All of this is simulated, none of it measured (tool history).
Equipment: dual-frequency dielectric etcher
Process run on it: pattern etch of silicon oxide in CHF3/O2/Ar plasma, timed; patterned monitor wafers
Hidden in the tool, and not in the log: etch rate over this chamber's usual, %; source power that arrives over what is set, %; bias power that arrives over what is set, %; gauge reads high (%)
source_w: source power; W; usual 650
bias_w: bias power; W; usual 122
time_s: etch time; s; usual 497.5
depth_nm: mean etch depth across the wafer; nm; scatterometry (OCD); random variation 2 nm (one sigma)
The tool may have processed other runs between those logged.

run   hour  source_w  bias_w  time_s  wafers since the last listed run  hours since the last wet clean  hours since the last source power generator calibration  hours since the last bias power generator calibration  hours since the last upper electrode change  hours since the gauge calibration  read-back reference wafer on the same gauge, depth_nm  depth_nm
  1    0.0       650     122   497.5                                 0                           243.5                                                   2109.7                                                 4392.0                                          0.5                              379.6                                                  805.1     862.1
  2    5.4       650     122   497.5                                13                           248.9                                                   2115.1                                                 4397.4                                          5.9                              385.0                                                  805.3     866.0
  3   30.5       650     122   497.5                                61                           274.0                                                   2140.2                                                 4422.5                                         31.0                              410.1                                                  805.2     865.9
  4   62.3       650     122   553.0                                78                           305.8                                                   2172.0                                                 4454.3                                         62.8                              441.9                                                  805.4     964.7
     145.7  -- bias power generator calibrated
     148.2  -- wet clean of the chamber
  5  148.7       580     110   397.5                               196                             0.5                                                   2258.4                                                    3.0                                        149.2                              528.3                                                  805.1     618.3
  6  161.2       650     122   497.5                                30                            13.0                                                   2270.9                                                   15.5                                        161.7                              540.8                                                  804.6     841.1
  7  185.3       780     122   370.5                                59                            37.1                                                   2295.0                                                   39.6                                        185.8                              564.9                                                  805.5     682.6
  8  217.3       650     122   497.5                                78                            69.1                                                   2327.0                                                   71.6                                        217.8                              596.9                                                  804.8     844.1
     236.0  -- gauge calibrated
  9  246.5       720     110   447.0                                71                            98.3                                                   2356.2                                                  100.8                                        247.0                               10.5                                                  805.0     771.1
 10  262.8       650     122   497.5                                40                           114.6                                                   2372.5                                                  117.1                                        263.3                               26.8                                                  805.0     847.1
 11  276.3       650     122   497.5                                33                           128.1                                                   2386.0                                                  130.6                                        276.8                               40.3                                                  805.0     848.8
 12  306.9       760     107   402.0                                75                           158.7                                                   2416.6                                                  161.2                                        307.4                               70.9                                                  805.3     705.4
     330.3  -- source power generator calibrated
 13  342.6       770     122   497.5                                77                           194.4                                                     12.3                                                  196.9                                        343.1                              106.6                                                  804.9     940.3
 14  358.7       520     136   497.5                                39                           210.5                                                     28.4                                                  213.0                                        359.2                              122.7                                                  805.1     816.1
 15  384.9       650     122   497.5                                64                           236.7                                                     54.6                                                  239.2                                        385.4                              148.9                                                  804.8     868.6
     463.1  -- wet clean of the chamber
 16  467.9       650     144   411.5                               144                             4.8                                                    137.6                                                  322.2                                        468.4                              231.9                                                  804.7     748.1
 17  486.3       720     122   497.5                                45                            23.2                                                    156.0                                                  340.6                                        486.8                              250.3                                                  805.3     894.6
 18  499.3       520     122   536.0                                31                            36.2                                                    169.0                                                  353.6                                        499.8                              263.3                                                  805.1     829.7
 19  519.0       800     122   351.5                                48                            55.9                                                    188.7                                                  373.3                                        519.5                              283.0                                                  804.8     666.2
 20  547.6       650     122   497.5                                70                            84.5                                                    217.3                                                  401.9                                        548.1                              311.6                                                  804.6     861.1
 21  579.7       650     122   497.5                                78                           116.6                                                    249.4                                                  434.0                                        580.2                              343.7                                                  804.5     860.1
 22  597.0       720     122   589.5                                42                           133.9                                                    266.7                                                  451.3                                        597.5                              361.0                                                  804.7    1065.3
 23  621.2       650     122   497.5                                59                           158.1                                                    290.9                                                  475.5                                        621.7                              385.2                                                  805.1     861.2
 24  640.6       580     138   416.0                                47                           177.5                                                    310.3                                                  494.9                                        641.1                              404.6                                                  805.2     716.2
 25  681.8       790     102   497.5                               101                           218.7                                                    351.5                                                  536.1                                        682.3                              445.8                                                  804.8     889.1
 26  716.0       650     122   497.5                                83                           252.9                                                    385.7                                                  570.3                                        716.5                              480.0                                                  805.4     863.5
 27  745.0       650     122   497.5                                71                           281.9                                                    414.7                                                  599.3                                        745.5                              509.0                                                  804.9     867.0
 28  763.4       770     138   437.0                                45                           300.3                                                    433.1                                                  617.7                                        763.9                              527.4                                                  805.2     859.9
 29  799.0       650     122   497.5                                87                           335.9                                                    468.7                                                  653.3                                        799.5                              563.0                                                  804.7     870.7

Consider 5 possible next runs. They are alternatives, not a sequence: every one starts from the tool as it was left by run 29. What does each give?
  A  799.6       650     140   497.5                                 1                           336.5                                                    469.3                                                  653.9                                        800.1                              563.6                                                      ?         ?
  B  799.6       530      97   422.5                                 1                           336.5                                                    469.3                                                  653.9                                        800.1                              563.6                                                      ?         ?
  C  799.6       650     122   454.0                                 1                           336.5                                                    469.3                                                  653.9                                        800.1                              563.6                                                      ?         ?
  D  799.6       750     140   497.5                                 1                           336.5                                                    469.3                                                  653.9                                        800.1                              563.6                                                      ?         ?
  E  799.6       720     122   578.0                                 1                           336.5                                                    469.3                                                  653.9                                        800.1                              563.6                                                      ?         ?

run  read-back reference wafer on the same gauge, depth_nm  depth_nm
  A                                                  805.4     912.7
  B                                                  805.4     619.7
  C                                                  805.4     793.4
  D                                                  805.4     973.1
  E                                                  805.4    1058.1
Without the tool's hidden state the same runs would have given:
run  depth_nm
  A     907.5
  B     616.4
  C     789.0
  D     967.6
  E    1052.2
